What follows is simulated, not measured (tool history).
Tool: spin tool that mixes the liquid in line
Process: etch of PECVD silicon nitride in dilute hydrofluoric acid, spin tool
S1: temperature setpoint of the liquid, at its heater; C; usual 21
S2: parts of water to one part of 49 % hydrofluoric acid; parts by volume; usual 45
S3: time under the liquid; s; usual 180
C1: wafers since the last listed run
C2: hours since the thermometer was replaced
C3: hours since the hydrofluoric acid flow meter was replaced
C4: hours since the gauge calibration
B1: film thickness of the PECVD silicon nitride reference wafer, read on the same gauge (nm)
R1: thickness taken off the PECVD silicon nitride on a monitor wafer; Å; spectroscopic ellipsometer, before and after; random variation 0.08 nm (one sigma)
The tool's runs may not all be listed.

run,hour,S1,S2,S3,C1,C2,C3,C4,B1,R1
1,0,21,45,180,0,927.4,490.9,157.8,120.04,162.8
2,31.8,21,45,180,319,959.2,522.7,189.6,119.96,164.1
3,177.5,21,45,180,1464,1104.9,668.4,335.3,120.01,165.6
4,215.8,21,55,180,384,1143.2,706.7,373.6,119.97,136.3
5,281.5,21,55,180,660,1208.9,772.4,439.3,119.95,136.1
6,312,21,40,230,306,1239.4,802.9,469.8,119.99,238
# hour 353.3: hydrofluoric acid flow meter replaced
7,375,21,35,180,623,1302.4,21.7,532.8,119.98,210.5
# hour 378.9: thermometer replaced
8,407.1,21,45,245,312,28.2,53.8,564.9,120.04,213.3
9,461.3,21,45,180,544,82.4,108,619.1,120,158
10,524.2,22.5,45,180,632,145.3,170.9,682,120.04,174.1
11,590.3,18.5,30,100,664,211.4,237,748.1,119.96,109
# hour 599.3: gauge calibrated
12,647.4,21,45,180,573,268.5,294.1,48.1,120.03,157.9
13,672.1,21,45,180,248,293.2,318.8,72.8,120,158.3
14,715.8,25.5,30,180,439,336.9,362.5,116.5,119.99,317.6
15,781.7,25.5,45,150,662,402.8,428.4,182.4,120,180.5
16,806.5,24.5,65,90,249,427.6,453.2,207.2,119.97,70.9
17,839.9,19.5,45,180,335,461,486.6,240.6,120.03,143.6
18,876.7,21,45,290,369,497.8,523.4,277.4,120,256.9

Forecast each of these 3 alternatives for the next run:
A,877.2,21,45,180,5,498.3,523.9,277.9,?,?
B,877.2,21,35,235,5,498.3,523.9,277.9,?,?
C,877.2,22.5,30,260,5,498.3,523.9,277.9,?,?

run,B1,R1
A,119.98,162.1
B,119.98,270.1
C,119.98,384.7
Without the tool's hidden state the same runs would have given:
run,R1
A,157.7
B,262.7
C,374.2

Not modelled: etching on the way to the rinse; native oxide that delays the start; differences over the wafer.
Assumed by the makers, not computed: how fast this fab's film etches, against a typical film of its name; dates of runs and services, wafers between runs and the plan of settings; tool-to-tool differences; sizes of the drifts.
